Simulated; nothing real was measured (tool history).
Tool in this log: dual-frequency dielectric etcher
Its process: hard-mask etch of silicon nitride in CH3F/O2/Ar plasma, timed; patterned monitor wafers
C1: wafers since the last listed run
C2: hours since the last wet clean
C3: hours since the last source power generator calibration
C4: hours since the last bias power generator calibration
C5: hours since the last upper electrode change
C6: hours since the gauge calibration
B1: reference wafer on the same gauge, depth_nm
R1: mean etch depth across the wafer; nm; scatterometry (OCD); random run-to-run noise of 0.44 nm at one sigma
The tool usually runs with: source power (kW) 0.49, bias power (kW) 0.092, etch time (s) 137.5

{"run": 1, "hour": 0.0, "source power (kW)": 0.49, "bias power (kW)": 0.092, "etch time (s)": 137.5, "C1": 0, "C2": 324.3, "C3": 4289, "C4": 1604, "C5": 3296.9, "C6": 714.7, "B1": 110.8, "R1": 107.3}
{"hour": 18.0, "done": "gauge calibrated"}
{"run": 2, "hour": 55.3, "source power (kW)": 0.49, "bias power (kW)": 0.092, "etch time (s)": 137.5, "C1": 593, "C2": 379.6, "C3": 4344.3, "C4": 1659.3, "C5": 3352.2, "C6": 37.3, "B1": 111.3, "R1": 106.9}
{"run": 3, "hour": 232.9, "source power (kW)": 0.49, "bias power (kW)": 0.092, "etch time (s)": 137.5, "C1": 1904, "C2": 557.2, "C3": 4521.9, "C4": 1836.9, "C5": 3529.8, "C6": 214.9, "B1": 111, "R1": 106.5}
{"run": 4, "hour": 259.1, "source power (kW)": 0.49, "bias power (kW)": 0.104, "etch time (s)": 137.5, "C1": 280, "C2": 583.4, "C3": 4548.1, "C4": 1863.1, "C5": 3556, "C6": 241.1, "B1": 110.9, "R1": 112.9}
{"run": 5, "hour": 285.3, "source power (kW)": 0.49, "bias power (kW)": 0.104, "etch time (s)": 137.5, "C1": 280, "C2": 609.6, "C3": 4574.3, "C4": 1889.3, "C5": 3582.2, "C6": 267.3, "B1": 110.8, "R1": 113.5}
{"hour": 325.6, "done": "wet clean of the chamber"}
{"run": 6, "hour": 336.2, "source power (kW)": 0.55, "bias power (kW)": 0.106, "etch time (s)": 137.5, "C1": 288, "C2": 10.6, "C3": 4625.2, "C4": 1940.2, "C5": 3633.1, "C6": 318.2, "B1": 111, "R1": 125.4}
{"run": 7, "hour": 381.7, "source power (kW)": 0.49, "bias power (kW)": 0.106, "etch time (s)": 137.5, "C1": 487, "C2": 56.1, "C3": 4670.7, "C4": 1985.7, "C5": 3678.6, "C6": 363.7, "B1": 111.1, "R1": 116.8}
{"run": 8, "hour": 412.5, "source power (kW)": 0.49, "bias power (kW)": 0.106, "etch time (s)": 137.5, "C1": 330, "C2": 86.9, "C3": 4701.5, "C4": 2016.5, "C5": 3709.4, "C6": 394.5, "B1": 111.2, "R1": 116.3}
{"run": 9, "hour": 448.7, "source power (kW)": 0.49, "bias power (kW)": 0.092, "etch time (s)": 137.5, "C1": 388, "C2": 123.1, "C3": 4737.7, "C4": 2052.7, "C5": 3745.6, "C6": 430.7, "B1": 110.9, "R1": 109.3}
{"hour": 483.2, "done": "source power generator calibrated"}
{"hour": 534.1, "done": "upper electrode replaced"}
{"run": 10, "hour": 598.9, "source power (kW)": 0.49, "bias power (kW)": 0.092, "etch time (s)": 137.5, "C1": 1310, "C2": 273.3, "C3": 115.7, "C4": 2202.9, "C5": 64.8, "C6": 580.9, "B1": 111, "R1": 108.2}
{"run": 11, "hour": 637.8, "source power (kW)": 0.58, "bias power (kW)": 0.092, "etch time (s)": 137.5, "C1": 417, "C2": 312.2, "C3": 154.6, "C4": 2241.8, "C5": 103.7, "C6": 619.8, "B1": 110.8, "R1": 118.1}
{"hour": 666.4, "done": "bias power generator calibrated"}
{"run": 12, "hour": 703.4, "source power (kW)": 0.42, "bias power (kW)": 0.112, "etch time (s)": 163.5, "C1": 660, "C2": 377.8, "C3": 220.2, "C4": 37, "C5": 169.3, "C6": 685.4, "B1": 111.2, "R1": 128.4}
{"hour": 737.2, "done": "gauge calibrated"}
{"run": 13, "hour": 742.3, "source power (kW)": 0.6, "bias power (kW)": 0.084, "etch time (s)": 108.5, "C1": 417, "C2": 416.7, "C3": 259.1, "C4": 75.9, "C5": 208.2, "C6": 5.1, "B1": 110.9, "R1": 90.6}
{"run": 14, "hour": 780.8, "source power (kW)": 0.49, "bias power (kW)": 0.092, "etch time (s)": 137.5, "C1": 412, "C2": 455.2, "C3": 297.6, "C4": 114.4, "C5": 246.7, "C6": 43.6, "B1": 111, "R1": 107.2}
{"run": 15, "hour": 830.4, "source power (kW)": 0.49, "bias power (kW)": 0.092, "etch time (s)": 120, "C1": 531, "C2": 504.8, "C3": 347.2, "C4": 164, "C5": 296.3, "C6": 93.2, "B1": 111, "R1": 93.7}
{"run": 16, "hour": 858.6, "source power (kW)": 0.49, "bias power (kW)": 0.083, "etch time (s)": 137.5, "C1": 302, "C2": 533, "C3": 375.4, "C4": 192.2, "C5": 324.5, "C6": 121.4, "B1": 110.9, "R1": 101.7}
{"hour": 921.9, "done": "wet clean of the chamber"}
{"run": 17, "hour": 922.4, "source power (kW)": 0.49, "bias power (kW)": 0.092, "etch time (s)": 137.5, "C1": 426, "C2": 0.5, "C3": 439.2, "C4": 256, "C5": 388.3, "C6": 185.2, "B1": 111.1, "R1": 109}
{"run": 18, "hour": 957.2, "source power (kW)": 0.58, "bias power (kW)": 0.07, "etch time (s)": 175, "C1": 373, "C2": 35.3, "C3": 474, "C4": 290.8, "C5": 423.1, "C6": 220, "B1": 111.1, "R1": 133.9}
{"run": 19, "hour": 1024.2, "source power (kW)": 0.59, "bias power (kW)": 0.101, "etch time (s)": 116.5, "C1": 718, "C2": 102.3, "C3": 541, "C4": 357.8, "C5": 490.1, "C6": 287, "B1": 110.9, "R1": 106.1}
{"run": 20, "hour": 1050.7, "source power (kW)": 0.49, "bias power (kW)": 0.092, "etch time (s)": 137.5, "C1": 284, "C2": 128.8, "C3": 567.5, "C4": 384.3, "C5": 516.6, "C6": 313.5, "B1": 110.9, "R1": 108.6}
{"run": 21, "hour": 1117.5, "source power (kW)": 0.49, "bias power (kW)": 0.092, "etch time (s)": 137.5, "C1": 716, "C2": 195.6, "C3": 634.3, "C4": 451.1, "C5": 583.4, "C6": 380.3, "B1": 111, "R1": 108.6}
{"run": 22, "hour": 1160.5, "source power (kW)": 0.46, "bias power (kW)": 0.105, "etch time (s)": 114, "C1": 461, "C2": 238.6, "C3": 677.3, "C4": 494.1, "C5": 626.4, "C6": 423.3, "B1": 110.8, "R1": 92.5}

Consider 3 possible next runs. They are alternatives, not a sequence: every one starts from the tool as it was left by run 22. What does each give?
{"run": "A", "hour": 1161.0, "source power (kW)": 0.49, "bias power (kW)": 0.092, "etch time (s)": 137.5, "C1": 5, "C2": 239.1, "C3": 677.8, "C4": 494.6, "C5": 626.9, "C6": 423.8, "B1": "?", "R1": "?"}
{"run": "B", "hour": 1161.0, "source power (kW)": 0.59, "bias power (kW)": 0.105, "etch time (s)": 118.5, "C1": 5, "C2": 239.1, "C3": 677.8, "C4": 494.6, "C5": 626.9, "C6": 423.8, "B1": "?", "R1": "?"}
{"run": "C", "hour": 1161.0, "source power (kW)": 0.49, "bias power (kW)": 0.104, "etch time (s)": 121, "C1": 5, "C2": 239.1, "C3": 677.8, "C4": 494.6, "C5": 626.9, "C6": 423.8, "B1": "?", "R1": "?"}

run=A B1=110.9 R1=108.8
run=B B1=110.9 R1=110.4
run=C B1=110.9 R1=101.5
Without the tool's hidden state the same runs would have given:
run=A R1=109.7
run=B R1=111.4
run=C R1=102.4

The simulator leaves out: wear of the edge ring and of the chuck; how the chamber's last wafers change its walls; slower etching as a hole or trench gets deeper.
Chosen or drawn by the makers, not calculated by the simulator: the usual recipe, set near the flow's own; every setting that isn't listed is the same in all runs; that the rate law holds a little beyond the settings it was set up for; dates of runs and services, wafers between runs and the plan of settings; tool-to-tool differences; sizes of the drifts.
